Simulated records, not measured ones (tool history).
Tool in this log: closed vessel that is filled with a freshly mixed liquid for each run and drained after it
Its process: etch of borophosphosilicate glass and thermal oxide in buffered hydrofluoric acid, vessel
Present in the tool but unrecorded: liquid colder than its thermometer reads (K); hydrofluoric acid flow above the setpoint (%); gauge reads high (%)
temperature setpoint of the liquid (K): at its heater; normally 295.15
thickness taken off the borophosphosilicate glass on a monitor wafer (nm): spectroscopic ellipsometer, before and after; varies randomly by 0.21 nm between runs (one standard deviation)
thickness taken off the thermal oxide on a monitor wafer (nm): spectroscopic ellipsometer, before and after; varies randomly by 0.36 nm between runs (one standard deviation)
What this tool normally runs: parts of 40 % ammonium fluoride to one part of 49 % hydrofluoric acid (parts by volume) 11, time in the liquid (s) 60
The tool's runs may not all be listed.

| run | hour | temperature setpoint of the liquid (K) | parts of 40 % ammonium fluoride to one part of 49 % hydrofluoric acid (parts by volume) | time in the liquid (s) | wafers since the last listed run | hours since the thermometer was replaced | hours since the hydrofluoric acid flow meter was replaced | hours since the gauge calibration | read-back film thickness of the borophosphosilicate glass reference wafer, read on the same gauge (nm) | read-back film thickness of the thermal oxide reference wafer, read on the same gauge (nm) | thickness taken off the borophosphosilicate glass on a monitor wafer (nm) | thickness taken off the thermal oxide on a monitor wafer (nm) |
|---|---|---|---|---|---|---|---|---|---|---|---|---|
| 1 | 0.0 | 295.15 | 11 | 60 | 0 | 2756.9 | 1431.7 | 65.1 | 140.03 | 59.99 | 61.64 | 49.34 |
| 2 | 17.7 | 295.15 | 11 | 60 | 1412 | 2774.6 | 1449.4 | 82.8 | 140.01 | 60.02 | 61.85 | 49.79 |
| 3 | 31.2 | 295.15 | 11 | 60 | 1077 | 2788.1 | 1462.9 | 96.3 | 140.01 | 60.01 | 61.86 | 49.39 |
| 4 | 44.9 | 295.15 | 11 | 60 | 1093 | 2801.8 | 1476.6 | 110.0 | 140.01 | 60.03 | 61.64 | 49.11 |
| 5 | 62.2 | 295.15 | 11 | 60 | 1380 | 2819.1 | 1493.9 | 127.3 | 139.99 | 60.01 | 61.74 | 48.62 |
| 6 | 75.0 | 295.15 | 11 | 60 | 1021 | 2831.9 | 1506.7 | 140.1 | 139.99 | 60.00 | 61.52 | 49.15 |
| 7 | 82.2 | 295.15 | 11 | 60 | 574 | 2839.1 | 1513.9 | 147.3 | 139.99 | 59.98 | 61.42 | 49.36 |
| 8 | 100.0 | 295.15 | 11 | 60 | 1420 | 2856.9 | 1531.7 | 165.1 | 139.97 | 60.02 | 61.74 | 49.63 |
| 9 | 107.9 | 295.15 | 11 | 45 | 630 | 2864.8 | 1539.6 | 173.0 | 139.98 | 59.99 | 46.05 | 37.25 |

Forecast run 10:
| 10 | 124.5 | 295.15 | 11 | 60 | 1325 | 2881.4 | 1556.2 | 189.6 | ? | ? | ? | ? |

read-back film thickness of the borophosphosilicate glass reference wafer, read on the same gauge (nm): 139.99
read-back film thickness of the thermal oxide reference wafer, read on the same gauge (nm): 59.98
thickness taken off the borophosphosilicate glass on a monitor wafer (nm): 61.38
thickness taken off the thermal oxide on a monitor wafer (nm): 49.22
With no hidden state in the tool, this same run would have given thickness taken off the borophosphosilicate glass on a monitor wafer (nm) 71.23, thickness taken off the thermal oxide on a monitor wafer (nm) 57.22.
